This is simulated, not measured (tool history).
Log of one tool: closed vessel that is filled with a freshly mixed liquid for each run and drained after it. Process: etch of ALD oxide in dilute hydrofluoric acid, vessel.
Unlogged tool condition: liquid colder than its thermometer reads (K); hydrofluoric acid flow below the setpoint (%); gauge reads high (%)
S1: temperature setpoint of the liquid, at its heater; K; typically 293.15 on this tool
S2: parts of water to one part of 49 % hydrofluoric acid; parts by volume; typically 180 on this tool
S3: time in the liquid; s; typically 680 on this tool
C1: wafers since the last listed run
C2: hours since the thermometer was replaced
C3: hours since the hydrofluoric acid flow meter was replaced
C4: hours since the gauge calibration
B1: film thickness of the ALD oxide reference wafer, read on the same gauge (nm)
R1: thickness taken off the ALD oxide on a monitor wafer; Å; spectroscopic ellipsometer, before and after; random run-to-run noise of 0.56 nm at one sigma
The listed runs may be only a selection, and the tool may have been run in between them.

Run 1, hour 0.0: usual settings but S1 290.15 K; C1 0; C2 1967.8; C3 1289.2; C4 240.9; B1 70.06. Result: R1 471.6 Å.
Run 2, hour 98.3: usual settings but S1 290.65 K; C1 7670; C2 2066.1; C3 1387.5; C4 339.2; B1 69.97. Result: R1 486.3 Å.
Run 3, hour 180.1: usual settings; C1 6383; C2 2147.9; C3 1469.3; C4 421.0; B1 69.99. Result: R1 524.3 Å.
Run 4, hour 224.2: usual settings; C1 3441; C2 2192.0; C3 1513.4; C4 465.1; B1 69.98. Result: R1 526.8 Å.
Run 5, hour 317.6: usual settings; C1 7288; C2 2285.4; C3 1606.8; C4 558.5; B1 70.02. Result: R1 530.5 Å.
Run 6, hour 364.5: usual settings; C1 3659; C2 2332.3; C3 1653.7; C4 605.4; B1 70.03. Result: R1 520.5 Å.
Run 7, hour 468.0: usual settings; C1 8076; C2 2435.8; C3 1757.2; C4 708.9; B1 69.97. Result: R1 519.4 Å.
Run 8, hour 569.2: usual settings; C1 7896; C2 2537.0; C3 1858.4; C4 810.1; B1 70.02. Result: R1 530.7 Å.
Run 9, hour 629.0: usual settings; C1 4666; C2 2596.8; C3 1918.2; C4 869.9; B1 69.98. Result: R1 519.0 Å.
Run 10, hour 674.9: usual settings but S1 294.65 K, S2 95 parts by volume, S3 1085 s; C1 3581; C2 2642.7; C3 1964.1; C4 915.8; B1 70.02. Result: R1 1782.5 Å.
At hour 761.2: hydrofluoric acid flow meter replaced.
Run 11, hour 776.0: usual settings but S3 415 s; C1 7810; C2 2743.8; C3 14.8; C4 1016.9; B1 69.96. Result: R1 314.1 Å.
At hour 788.6: thermometer replaced.
Run 12, hour 844.5: usual settings; C1 5267; C2 55.9; C3 83.3; C4 1085.4; B1 70.03. Result: R1 573.9 Å.
At hour 911.7: gauge calibrated.
Run 13, hour 949.4: usual settings; C1 8185; C2 160.8; C3 188.2; C4 37.7; B1 69.99. Result: R1 568.0 Å.
Run 14, hour 1008.6: usual settings but S1 295.65 K; C1 4619; C2 220.0; C3 247.4; C4 96.9; B1 69.98. Result: R1 628.0 Å.
Run 15, hour 1082.4: usual settings but S1 294.65 K, S2 270 parts by volume, S3 990 s; C1 5758; C2 293.8; C3 321.2; C4 170.7; B1 69.99. Result: R1 540.9 Å.
Run 16, hour 1163.6: usual settings but S3 505 s; C1 6336; C2 375.0; C3 402.4; C4 251.9; B1 70.04. Result: R1 420.1 Å.

What if the next run were any one of these 3? Each begins from the tool's condition after run 16:
Run A, hour 1164.4: usual settings; C1 62; C2 375.8; C3 403.2; C4 252.7; B1 ?. Result: R1 ?.
Run B, hour 1164.4: usual settings but S1 290.15 K, S2 115 parts by volume, S3 450 s; C1 62; C2 375.8; C3 403.2; C4 252.7; B1 ?. Result: R1 ?.
Run C, hour 1164.4: usual settings but S2 145 parts by volume; C1 62; C2 375.8; C3 403.2; C4 252.7; B1 ?. Result: R1 ?.

run     B1     R1
  A  69.98  563.2
  B  69.98  551.0
  C  69.98  724.4
Stripped of hidden state, with their random variation kept, the same runs would have yielded:
run     R1
  A  574.1
  B  562.4
  C  738.7
